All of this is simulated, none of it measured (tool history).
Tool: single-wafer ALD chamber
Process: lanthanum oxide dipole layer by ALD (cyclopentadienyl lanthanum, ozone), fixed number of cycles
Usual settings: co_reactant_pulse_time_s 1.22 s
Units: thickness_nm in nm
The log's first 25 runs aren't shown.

run,hour,co_reactant_pulse_time_s,wafers since the last listed run,hours since the last thermocouple change,hours since the last ozone generator service,hours since the showerhead was replaced,hours since the gauge calibration,"read-back reference wafer on the same gauge, thickness_nm",thickness_nm
26,1757.7,0.83,601,929.2,323.7,1352.4,479.6,0.576,0.451
27,1827.5,0.75,994,999.0,393.5,1422.2,549.4,0.576,0.413
28,1890.2,1.22,893,1061.7,456.2,1484.9,612.1,0.576,0.539
29,1952.5,1.36,887,1124.0,518.5,1547.2,674.4,0.575,0.558
30,2010.4,1.69,824,1181.9,576.4,1605.1,732.3,0.577,0.580
31,2044.2,0.88,481,1215.7,610.2,1638.9,766.1,0.577,0.465
32,2068.5,0.94,346,1240.0,634.5,1663.2,790.4,0.576,0.486
33,2106.9,0.93,546,1278.4,672.9,1701.6,828.8,0.576,0.478

Forecast each of these 5 alternatives for the next run:
A,2107.3,1.68,5,1278.8,673.3,1702.0,829.2,?,?
B,2107.3,1.66,5,1278.8,673.3,1702.0,829.2,?,?
C,2107.3,1.09,5,1278.8,673.3,1702.0,829.2,?,?
D,2107.3,0.79,5,1278.8,673.3,1702.0,829.2,?,?
E,2107.3,1.06,5,1278.8,673.3,1702.0,829.2,?,?

run,"read-back reference wafer on the same gauge, thickness_nm",thickness_nm
A,0.576,0.583
B,0.576,0.582
C,0.576,0.521
D,0.576,0.431
E,0.576,0.515
Without the tool's hidden state the same runs would have given:
run,thickness_nm
A,0.585
B,0.584
C,0.527
D,0.439
E,0.521
